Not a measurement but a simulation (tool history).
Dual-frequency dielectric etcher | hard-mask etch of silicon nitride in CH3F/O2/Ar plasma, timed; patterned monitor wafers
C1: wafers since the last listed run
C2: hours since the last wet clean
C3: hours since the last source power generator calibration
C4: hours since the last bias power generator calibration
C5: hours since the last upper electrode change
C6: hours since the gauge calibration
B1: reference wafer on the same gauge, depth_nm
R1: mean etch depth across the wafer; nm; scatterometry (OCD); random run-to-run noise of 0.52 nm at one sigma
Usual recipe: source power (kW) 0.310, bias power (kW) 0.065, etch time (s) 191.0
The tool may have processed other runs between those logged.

run 1 hour=0.0 | source_power_(kW)=0.310 bias_power_(kW)=0.065 etch_time_(s)=191.0 | C1=0 C2=530.2 C3=2525.5 C4=794.7 C5=5522.6 C6=999.4 | B1=128.2 | R1=109.1
run 2 hour=68.5 | source_power_(kW)=0.310 bias_power_(kW)=0.065 etch_time_(s)=191.0 | C1=336 C2=598.7 C3=2594.0 C4=863.2 C5=5591.1 C6=1067.9 | B1=127.8 | R1=109.5
-- hour=150.3 wet clean of the chamber
run 3 hour=150.8 | source_power_(kW)=0.310 bias_power_(kW)=0.065 etch_time_(s)=177.0 | C1=286 C2=0.5 C3=2676.3 C4=945.5 C5=5673.4 C6=1150.2 | B1=128.0 | R1=106.3
run 4 hour=174.7 | source_power_(kW)=0.310 bias_power_(kW)=0.065 etch_time_(s)=177.0 | C1=117 C2=24.4 C3=2700.2 C4=969.4 C5=5697.3 C6=1174.1 | B1=128.3 | R1=105.6
run 5 hour=235.0 | source_power_(kW)=0.310 bias_power_(kW)=0.065 etch_time_(s)=177.0 | C1=296 C2=84.7 C3=2760.5 C4=1029.7 C5=5757.6 C6=1234.4 | B1=128.2 | R1=106.3
run 6 hour=276.1 | source_power_(kW)=0.310 bias_power_(kW)=0.065 etch_time_(s)=191.0 | C1=202 C2=125.8 C3=2801.6 C4=1070.8 C5=5798.7 C6=1275.5 | B1=127.8 | R1=112.8
run 7 hour=341.8 | source_power_(kW)=0.310 bias_power_(kW)=0.065 etch_time_(s)=191.0 | C1=323 C2=191.5 C3=2867.3 C4=1136.5 C5=5864.4 C6=1341.2 | B1=128.0 | R1=112.8
run 8 hour=371.3 | source_power_(kW)=0.310 bias_power_(kW)=0.065 etch_time_(s)=191.0 | C1=145 C2=221.0 C3=2896.8 C4=1166.0 C5=5893.9 C6=1370.7 | B1=128.0 | R1=113.1
-- hour=386.8 gauge calibrated
run 9 hour=405.6 | source_power_(kW)=0.310 bias_power_(kW)=0.065 etch_time_(s)=191.0 | C1=168 C2=255.3 C3=2931.1 C4=1200.3 C5=5928.2 C6=18.8 | B1=128.1 | R1=112.2
-- hour=486.9 upper electrode replaced, of another model than before
run 10 hour=487.4 | source_power_(kW)=0.350 bias_power_(kW)=0.065 etch_time_(s)=191.0 | C1=284 C2=337.1 C3=3012.9 C4=1282.1 C5=0.5 C6=100.6 | B1=128.0 | R1=113.6
run 11 hour=511.2 | source_power_(kW)=0.310 bias_power_(kW)=0.065 etch_time_(s)=191.0 | C1=117 C2=360.9 C3=3036.7 C4=1305.9 C5=24.3 C6=124.4 | B1=128.0 | R1=111.6
run 12 hour=636.5 | source_power_(kW)=0.310 bias_power_(kW)=0.065 etch_time_(s)=191.0 | C1=616 C2=486.2 C3=3162.0 C4=1431.2 C5=149.6 C6=249.7 | B1=128.0 | R1=110.8
-- hour=668.4 source power generator calibrated
-- hour=675.4 wet clean of the chamber
run 13 hour=757.3 | source_power_(kW)=0.310 bias_power_(kW)=0.065 etch_time_(s)=191.0 | C1=539 C2=81.9 C3=88.9 C4=1552.0 C5=270.4 C6=370.5 | B1=127.8 | R1=111.9
run 14 hour=798.8 | source_power_(kW)=0.360 bias_power_(kW)=0.057 etch_time_(s)=191.0 | C1=204 C2=123.4 C3=130.4 C4=1593.5 C5=311.9 C6=412.0 | B1=127.9 | R1=112.6
run 15 hour=824.3 | source_power_(kW)=0.310 bias_power_(kW)=0.065 etch_time_(s)=191.0 | C1=125 C2=148.9 C3=155.9 C4=1619.0 C5=337.4 C6=437.5 | B1=128.0 | R1=112.1
run 16 hour=892.0 | source_power_(kW)=0.260 bias_power_(kW)=0.065 etch_time_(s)=191.0 | C1=332 C2=216.6 C3=223.6 C4=1686.7 C5=405.1 C6=505.2 | B1=128.1 | R1=108.8
-- hour=923.4 bias power generator calibrated
run 17 hour=948.2 | source_power_(kW)=0.270 bias_power_(kW)=0.057 etch_time_(s)=224.5 | C1=256 C2=272.8 C3=279.8 C4=24.8 C5=461.3 C6=561.4 | B1=128.1 | R1=125.3
run 18 hour=984.4 | source_power_(kW)=0.310 bias_power_(kW)=0.065 etch_time_(s)=191.0 | C1=178 C2=309.0 C3=316.0 C4=61.0 C5=497.5 C6=597.6 | B1=128.1 | R1=111.1
run 19 hour=1014.2 | source_power_(kW)=0.360 bias_power_(kW)=0.071 etch_time_(s)=191.0 | C1=146 C2=338.8 C3=345.8 C4=90.8 C5=527.3 C6=627.4 | B1=128.1 | R1=113.6
run 20 hour=1051.8 | source_power_(kW)=0.310 bias_power_(kW)=0.054 etch_time_(s)=228.5 | C1=184 C2=376.4 C3=383.4 C4=128.4 C5=564.9 C6=665.0 | B1=127.9 | R1=127.9
run 21 hour=1078.7 | source_power_(kW)=0.250 bias_power_(kW)=0.065 etch_time_(s)=191.0 | C1=132 C2=403.3 C3=410.3 C4=155.3 C5=591.8 C6=691.9 | B1=128.0 | R1=107.8
run 22 hour=1143.6 | source_power_(kW)=0.310 bias_power_(kW)=0.081 etch_time_(s)=191.0 | C1=319 C2=468.2 C3=475.2 C4=220.2 C5=656.7 C6=756.8 | B1=128.1 | R1=114.5
run 23 hour=1186.1 | source_power_(kW)=0.290 bias_power_(kW)=0.077 etch_time_(s)=191.0 | C1=208 C2=510.7 C3=517.7 C4=262.7 C5=699.2 C6=799.3 | B1=128.2 | R1=112.7
run 24 hour=1221.4 | source_power_(kW)=0.310 bias_power_(kW)=0.065 etch_time_(s)=191.0 | C1=173 C2=546.0 C3=553.0 C4=298.0 C5=734.5 C6=834.6 | B1=128.0 | R1=109.0
-- hour=1292.8 wet clean of the chamber
run 25 hour=1293.3 | source_power_(kW)=0.310 bias_power_(kW)=0.065 etch_time_(s)=191.0 | C1=235 C2=0.5 C3=624.9 C4=369.9 C5=806.4 C6=906.5 | B1=128.0 | R1=113.4
run 26 hour=1337.3 | source_power_(kW)=0.310 bias_power_(kW)=0.057 etch_time_(s)=191.0 | C1=216 C2=44.5 C3=668.9 C4=413.9 C5=850.4 C6=950.5 | B1=128.0 | R1=110.3
run 27 hour=1385.8 | source_power_(kW)=0.310 bias_power_(kW)=0.078 etch_time_(s)=243.0 | C1=238 C2=93.0 C3=717.4 C4=462.4 C5=898.9 C6=999.0 | B1=128.0 | R1=149.5
run 28 hour=1448.5 | source_power_(kW)=0.360 bias_power_(kW)=0.077 etch_time_(s)=191.0 | C1=308 C2=155.7 C3=780.1 C4=525.1 C5=961.6 C6=1061.7 | B1=127.9 | R1=118.8
run 29 hour=1497.6 | source_power_(kW)=0.270 bias_power_(kW)=0.079 etch_time_(s)=165.5 | C1=241 C2=204.8 C3=829.2 C4=574.2 C5=1010.7 C6=1110.8 | B1=127.9 | R1=98.0

5 options for the next run, each taken on its own from the tool as it stands now. Forecast them:
run A hour=1498.1 | source_power_(kW)=0.310 bias_power_(kW)=0.065 etch_time_(s)=136.0 | C1=2 C2=205.3 C3=829.7 C4=574.7 C5=1011.2 C6=1111.3 | B1=? | R1=?
run B hour=1498.1 | source_power_(kW)=0.250 bias_power_(kW)=0.072 etch_time_(s)=227.0 | C1=2 C2=205.3 C3=829.7 C4=574.7 C5=1011.2 C6=1111.3 | B1=? | R1=?
run C hour=1498.1 | source_power_(kW)=0.370 bias_power_(kW)=0.055 etch_time_(s)=191.0 | C1=2 C2=205.3 C3=829.7 C4=574.7 C5=1011.2 C6=1111.3 | B1=? | R1=?
run D hour=1498.1 | source_power_(kW)=0.330 bias_power_(kW)=0.072 etch_time_(s)=191.0 | C1=2 C2=205.3 C3=829.7 C4=574.7 C5=1011.2 C6=1111.3 | B1=? | R1=?
run E hour=1498.1 | source_power_(kW)=0.230 bias_power_(kW)=0.079 etch_time_(s)=191.0 | C1=2 C2=205.3 C3=829.7 C4=574.7 C5=1011.2 C6=1111.3 | B1=? | R1=?

run=A B1=127.9 R1=80.3
run=B B1=127.9 R1=133.3
run=C B1=127.9 R1=112.1
run=D B1=127.9 R1=115.9
run=E B1=127.9 R1=113.3
Without the tool's unlogged condition, the same runs would have read:
run=A R1=81.2
run=B R1=134.8
run=C R1=113.4
run=D R1=117.2
run=E R1=114.6
